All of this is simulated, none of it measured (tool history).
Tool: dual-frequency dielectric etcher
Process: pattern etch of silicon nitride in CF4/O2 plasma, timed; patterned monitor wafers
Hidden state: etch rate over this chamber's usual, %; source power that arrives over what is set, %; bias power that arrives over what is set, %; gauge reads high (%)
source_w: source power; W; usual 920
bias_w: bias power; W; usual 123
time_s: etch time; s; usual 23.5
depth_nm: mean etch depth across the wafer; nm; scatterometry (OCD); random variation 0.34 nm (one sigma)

| run | hour | source_w | bias_w | time_s | wafers since the last listed run | hours since the last wet clean | hours since the last source power generator calibration | hours since the last bias power generator calibration | hours since the last upper electrode change | hours since the gauge calibration | read-back reference wafer on the same gauge, depth_nm | depth_nm |
|---|---|---|---|---|---|---|---|---|---|---|---|---|
| 1 | 0 | 920 | 142 | 23.5 | 0 | 146.7 | 4271.6 | 1271.2 | 3682 | 2712.7 | 80.6 | 82.5 |
|  | 7.7 | source power generator calibrated |
| 2 | 102.6 | 920 | 142 | 23.5 | 1330 | 249.3 | 94.9 | 1373.8 | 3784.6 | 2815.3 | 80.6 | 82.7 |
| 3 | 163.1 | 920 | 142 | 23.5 | 816 | 309.8 | 155.4 | 1434.3 | 3845.1 | 2875.8 | 80.7 | 83.1 |
| 4 | 250.3 | 920 | 123 | 27 | 1176 | 397 | 242.6 | 1521.5 | 3932.3 | 2963 | 80.7 | 90 |
| 5 | 304.4 | 920 | 123 | 27 | 729 | 451.1 | 296.7 | 1575.6 | 3986.4 | 3017.1 | 80.6 | 90 |
| 6 | 353.5 | 920 | 123 | 27 | 662 | 500.2 | 345.8 | 1624.7 | 4035.5 | 3066.2 | 80.7 | 91.6 |
| 7 | 407.2 | 920 | 123 | 23.5 | 724 | 553.9 | 399.5 | 1678.4 | 4089.2 | 3119.9 | 80.7 | 79.3 |
| 8 | 468.1 | 860 | 131 | 16.5 | 821 | 614.8 | 460.4 | 1739.3 | 4150.1 | 3180.8 | 80.6 | 52.6 |
|  | 540.3 | wet clean of the chamber |
| 9 | 546.1 | 920 | 123 | 23.5 | 728 | 5.8 | 538.4 | 1817.3 | 4228.1 | 3258.8 | 80.8 | 79.6 |
| 10 | 617.5 | 710 | 123 | 23.5 | 963 | 77.2 | 609.8 | 1888.7 | 4299.5 | 3330.2 | 80.5 | 60.1 |
| 11 | 676 | 780 | 144 | 21 | 789 | 135.7 | 668.3 | 1947.2 | 4358 | 3388.7 | 80.8 | 61.6 |
| 12 | 753.1 | 920 | 93 | 28 | 1040 | 212.8 | 745.4 | 2024.3 | 4435.1 | 3465.8 | 80.6 | 87.3 |
| 13 | 800 | 920 | 123 | 23.5 | 632 | 259.7 | 792.3 | 2071.2 | 4482 | 3512.7 | 80.8 | 79.1 |
|  | 823.5 | bias power generator calibrated |
|  | 853.9 | gauge calibrated |
| 14 | 880.9 | 920 | 123 | 30 | 1037 | 340.6 | 873.2 | 57.4 | 4562.9 | 27 | 80.7 | 99.3 |
| 15 | 982.4 | 920 | 123 | 23.5 | 1369 | 442.1 | 974.7 | 158.9 | 4664.4 | 128.5 | 80.8 | 78.1 |
|  | 1068 | upper electrode replaced, of another model than before |
| 16 | 1068.5 | 820 | 150 | 26.5 | 837 | 528.2 | 1060.8 | 245 | 0.5 | 214.6 | 80.6 | 86.9 |
| 17 | 1139.3 | 1000 | 123 | 23.5 | 955 | 599 | 1131.6 | 315.8 | 71.3 | 285.4 | 80.7 | 81.9 |
| 18 | 1191.2 | 1000 | 98 | 18 | 700 | 650.9 | 1183.5 | 367.7 | 123.2 | 337.3 | 80.7 | 60.5 |
|  | 1256.8 | wet clean of the chamber |
| 19 | 1290.2 | 780 | 96 | 18 | 1011 | 33.4 | 1282.5 | 466.7 | 222.2 | 436.3 | 80.6 | 52.4 |

Forecast run 20:
| 20 | 1343 | 920 | 136 | 19 | 712 | 86.2 | 1335.3 | 519.5 | 275 | 489.1 | ? | ? |

{"run 20": {"read-back reference wafer on the same gauge, depth_nm": 80.7, "depth_nm": 64.7}}
Without the tool's hidden state the same run would have given depth_nm 64.5 nm.
